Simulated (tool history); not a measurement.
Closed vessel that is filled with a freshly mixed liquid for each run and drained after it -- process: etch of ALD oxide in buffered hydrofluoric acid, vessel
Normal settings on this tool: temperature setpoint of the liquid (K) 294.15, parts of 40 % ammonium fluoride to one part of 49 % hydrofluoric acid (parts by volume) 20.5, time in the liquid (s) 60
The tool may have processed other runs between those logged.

| run | hour | temperature setpoint of the liquid (K) | parts of 40 % ammonium fluoride to one part of 49 % hydrofluoric acid (parts by volume) | time in the liquid (s) | read-back film thickness of the ALD oxide reference wafer, read on the same gauge (nm) | thickness taken off the ALD oxide on a monitor wafer (Å) |
|---|---|---|---|---|---|---|
| 1 | 0 | 291.65 | 14.5 | 60 | 129.98 | 446.8 |
| 2 | 43.8 | 296.65 | 20.5 | 60 | 129.98 | 422.4 |
| 3 | 83.4 | 294.15 | 20.5 | 60 | 129.98 | 364.8 |
| 4 | 122.9 | 294.15 | 20.5 | 60 | 129.99 | 367 |
| 5 | 183.4 | 294.15 | 20.5 | 60 | 130.04 | 370.6 |
|  | 189 | thermometer replaced |
| 6 | 231.5 | 294.15 | 20.5 | 60 | 130.01 | 367.2 |
| 7 | 274 | 294.15 | 20.5 | 60 | 130.03 | 364 |
| 8 | 313.9 | 294.15 | 20.5 | 60 | 129.98 | 361.9 |
| 9 | 356.2 | 294.15 | 20.5 | 60 | 130.02 | 366.7 |
| 10 | 386.6 | 294.15 | 20.5 | 60 | 130.02 | 368.6 |
|  | 412.6 | gauge calibrated |
| 11 | 437.9 | 294.15 | 20.5 | 60 | 129.96 | 358 |
| 12 | 505.2 | 294.15 | 20.5 | 60 | 130.03 | 365.5 |
| 13 | 565.1 | 296.65 | 20.5 | 60 | 130.03 | 413.5 |
| 14 | 620.7 | 294.15 | 20.5 | 60 | 130.01 | 364.1 |
| 15 | 680.1 | 297.15 | 13.5 | 80 | 129.98 | 862.9 |
| 16 | 729.4 | 290.15 | 26.5 | 60 | 130.01 | 246.6 |
| 17 | 796.9 | 294.15 | 20.5 | 60 | 130 | 367.1 |
| 18 | 958.4 | 294.15 | 25.5 | 60 | 130.01 | 310.7 |
|  | 982.5 | hydrofluoric acid flow meter replaced |
| 19 | 1025.7 | 296.15 | 15 | 60 | 129.98 | 562.5 |
|  | 1056.8 | thermometer replaced |
| 20 | 1232.6 | 295.65 | 20.5 | 50 | 130.01 | 329.4 |
| 21 | 1378.5 | 294.15 | 20.5 | 95 | 130.01 | 579.7 |
| 22 | 1446.9 | 292.15 | 20.5 | 60 | 129.98 | 321 |
| 23 | 1478.6 | 290.15 | 15.5 | 60 | 130 | 377.8 |
| 24 | 1527.8 | 298.15 | 20.5 | 75 | 130 | 577.1 |
| 25 | 1694.3 | 297.65 | 23 | 60 | 129.99 | 407.2 |
| 26 | 1742.4 | 294.15 | 16.5 | 60 | 130 | 447.2 |
| 27 | 1770.3 | 294.15 | 27 | 60 | 129.99 | 303 |
| 28 | 1811.5 | 294.15 | 20.5 | 60 | 130.04 | 363 |
| 29 | 1874.8 | 296.15 | 14.5 | 35 | 130.03 | 333.7 |
|  | 1905.4 | thermometer replaced |
| 30 | 1915.9 | 294.15 | 20.5 | 60 | 130.01 | 368.6 |
| 31 | 1968.9 | 291.65 | 22.5 | 75 | 130 | 373.2 |
| 32 | 2008.9 | 290.15 | 20.5 | 35 | 130 | 172 |
| 33 | 2079.6 | 294.15 | 20.5 | 60 | 130 | 370.2 |
| 34 | 2138.8 | 295.65 | 17.5 | 30 | 130.01 | 230.3 |

4 ways to go on from here, each from the tool as it stands after run 34. What would each give?
| A | 2139.5 | 294.15 | 20.5 | 60 | ? | ? |
| B | 2139.5 | 290.15 | 20.5 | 85 | ? | ? |
| C | 2139.5 | 296.65 | 20.5 | 45 | ? | ? |
| D | 2139.5 | 292.65 | 25.5 | 60 | ? | ? |

| run | read-back film thickness of the ALD oxide reference wafer, read on the same gauge (nm) | thickness taken off the ALD oxide on a monitor wafer (Å) |
|---|---|---|
| A | 129.96 | 368.1 |
| B | 129.96 | 416 |
| C | 129.96 | 317.1 |
| D | 129.96 | 291.1 |
Without the tool's unlogged condition, the same runs would have read:
| run | thickness taken off the ALD oxide on a monitor wafer (Å) |
|---|---|
| A | 368.1 |
| B | 416 |
| C | 317.1 |
| D | 291.1 |

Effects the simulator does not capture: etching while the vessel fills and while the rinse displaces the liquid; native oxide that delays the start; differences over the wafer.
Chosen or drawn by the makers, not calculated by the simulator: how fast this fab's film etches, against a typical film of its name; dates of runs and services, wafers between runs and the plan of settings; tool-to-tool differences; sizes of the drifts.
